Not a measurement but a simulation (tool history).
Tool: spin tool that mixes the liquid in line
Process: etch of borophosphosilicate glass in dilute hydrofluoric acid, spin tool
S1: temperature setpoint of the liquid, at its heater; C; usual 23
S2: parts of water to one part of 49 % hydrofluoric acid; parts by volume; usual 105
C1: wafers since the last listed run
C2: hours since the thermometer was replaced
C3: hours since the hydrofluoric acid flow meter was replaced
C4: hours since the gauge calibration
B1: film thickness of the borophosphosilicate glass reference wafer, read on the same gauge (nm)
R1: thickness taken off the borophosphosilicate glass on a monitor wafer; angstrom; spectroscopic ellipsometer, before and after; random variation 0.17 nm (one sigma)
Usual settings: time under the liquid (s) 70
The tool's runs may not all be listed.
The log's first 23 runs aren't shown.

{"run": 24, "day": 77.371, "S1": 23, "S2": 105, "time under the liquid (s)": 60, "C1": 819, "C2": 1023.1, "C3": 376.5, "C4": 262.1, "B1": 60.02, "R1": 142.6}
{"run": 25, "day": 79.921, "S1": 25, "S2": 70, "time under the liquid (s)": 70, "C1": 812, "C2": 1084.3, "C3": 437.7, "C4": 323.3, "B1": 60.03, "R1": 282.4}
{"run": 26, "day": 81.771, "S1": 20, "S2": 60, "time under the liquid (s)": 30, "C1": 589, "C2": 1128.7, "C3": 482.1, "C4": 367.7, "B1": 59.99, "R1": 114.6}
{"run": 27, "day": 83.996, "S1": 23, "S2": 105, "time under the liquid (s)": 70, "C1": 709, "C2": 1182.1, "C3": 535.5, "C4": 421.1, "B1": 59.97, "R1": 163.5}
{"run": 28, "day": 88.392, "S1": 23, "S2": 105, "time under the liquid (s)": 70, "C1": 1400, "C2": 1287.6, "C3": 641, "C4": 526.6, "B1": 60.01, "R1": 163.2}
{"run": 29, "day": 92.779, "S1": 23, "S2": 70, "time under the liquid (s)": 70, "C1": 1398, "C2": 1392.9, "C3": 746.3, "C4": 631.9, "B1": 59.97, "R1": 248.6}
{"run": 30, "day": 94.371, "S1": 23, "S2": 125, "time under the liquid (s)": 70, "C1": 507, "C2": 1431.1, "C3": 784.5, "C4": 670.1, "B1": 60.03, "R1": 129.9}
{"run": 31, "day": 96.642, "S1": 25.5, "S2": 125, "time under the liquid (s)": 85, "C1": 723, "C2": 1485.6, "C3": 839, "C4": 724.6, "B1": 60.04, "R1": 173.7}
{"run": 32, "day": 100.058, "S1": 27.5, "S2": 60, "time under the liquid (s)": 70, "C1": 1088, "C2": 1567.6, "C3": 921, "C4": 806.6, "B1": 60.06, "R1": 346.7}

4 ways to go on from here, each from the tool as it stands after run 32. What would each give?
{"run": "A", "day": 100.075, "S1": 23, "S2": 105, "time under the liquid (s)": 85, "C1": 5, "C2": 1568, "C3": 921.4, "C4": 807, "B1": "?", "R1": "?"}
{"run": "B", "day": 100.075, "S1": 24.5, "S2": 90, "time under the liquid (s)": 70, "C1": 5, "C2": 1568, "C3": 921.4, "C4": 807, "B1": "?", "R1": "?"}
{"run": "C", "day": 100.075, "S1": 24.5, "S2": 80, "time under the liquid (s)": 70, "C1": 5, "C2": 1568, "C3": 921.4, "C4": 807, "B1": "?", "R1": "?"}
{"run": "D", "day": 100.075, "S1": 20, "S2": 140, "time under the liquid (s)": 70, "C1": 5, "C2": 1568, "C3": 921.4, "C4": 807, "B1": "?", "R1": "?"}

run=A B1=60 R1=189.9
run=B B1=60 R1=197.5
run=C B1=60 R1=225.2
run=D B1=60 R1=99.8
Without the tool's hidden state the same runs would have given:
run=A R1=220
run=B R1=228.5
run=C R1=260.4
run=D R1=115.9

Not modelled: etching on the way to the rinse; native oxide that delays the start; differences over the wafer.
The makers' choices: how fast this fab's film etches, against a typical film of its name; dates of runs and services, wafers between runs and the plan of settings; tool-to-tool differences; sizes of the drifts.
